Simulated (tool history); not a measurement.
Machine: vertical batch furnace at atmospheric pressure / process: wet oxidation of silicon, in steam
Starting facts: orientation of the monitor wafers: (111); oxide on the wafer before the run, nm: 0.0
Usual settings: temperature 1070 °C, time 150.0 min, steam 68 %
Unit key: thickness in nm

run	hour	temperature	time	steam	read-back reference wafer on the same gauge, thickness	thickness
1	0.0	1070	150.0	68	774.09	824.76
2	16.1	1070	150.0	68	773.81	822.92
3	88.8	1070	150.0	68	773.66	822.18
4	119.1	1070	150.0	68	774.46	823.45
5	134.0	1070	150.0	68	773.97	822.15
6	154.5	1050	150.0	68	773.96	765.88
7	182.3	1050	150.0	68	774.21	764.02
8	196.0	1070	150.0	68	773.78	822.53
9	231.9	1070	150.0	68	773.98	820.35
10	258.3	1070	106.5	68	774.18	680.03
11	278.0	1070	150.0	68	774.17	821.31
12	298.6	1070	150.0	68	773.75	817.56
13	333.7	1070	150.0	68	774.22	821.06
14	368.6	1070	150.0	68	774.17	815.40
15	395.1	1087	150.0	68	774.53	909.13
16	409.0	1054	224.0	64	774.15	981.32
17	425.9	1070	150.0	78	774.37	929.47
18	459.0	1091	107.0	65	773.78	753.47
19	484.9	1086	89.0	79	774.02	747.15
20	516.8	1095	216.0	68	773.78	1133.14
21	610.2	1070	150.0	77	773.76	905.99
22	617.2	1070	191.0	68	773.67	965.88
23	629.7	1070	150.0	68	773.88	847.71
24	656.7	1070	150.0	68	774.24	847.63
25	689.0	1070	150.0	68	774.12	852.31
26	702.2	1070	150.0	57	774.18	771.51
27	718.7	1070	118.0	68	773.94	743.52
28	750.5	1070	150.0	68	773.99	851.08
29	780.8	1049	118.0	61	773.83	647.41
30	806.6	1081	150.0	61	773.94	828.89
31	839.6	1053	150.0	65	773.58	778.33
32	861.1	1070	83.0	68	773.98	616.09
33	885.6	1070	185.0	71	774.21	974.60
34	902.4	1085	150.0	64	774.53	864.80
35	935.8	1070	190.0	63	773.79	923.86
36	955.9	1070	150.0	62	774.25	806.96
37	976.3	1070	215.5	68	774.22	1033.38
38	996.6	1070	79.0	68	774.28	598.38

Put back what was entered between runs (3 entries, withheld): which listed runs does each sit between, and how does the hidden state differ from the listed run before to the listed run after?
In the gap between runs 12 and 13: gauge calibrated (hour 327.8)
  true tube temperature minus thermocouple reading, K: 4.54 -> 4.59; steam share off its setpoint, % of the setpoint: -10.2 -> -10.3
  measured less the result without the state, thickness: -35.00 -> -35.90 nm
In the gap between runs 14 and 15: steam generator serviced (hour 394.6)
  true tube temperature minus thermocouple reading, K: 4.64 -> 4.67; steam share off its setpoint, % of the setpoint: -10.5 -> -1.16
  measured less the result without the state, thickness: -36.43 -> +7.61 nm
In the gap between runs 20 and 21: thermocouples replaced and temperature profile calibrated (hour 609.7)
  true tube temperature minus thermocouple reading, K: 4.85 -> 0.0228; steam share off its setpoint, % of the setpoint: -1.17 -> -1.19
  measured less the result without the state, thickness: +8.86 -> -5.75 nm
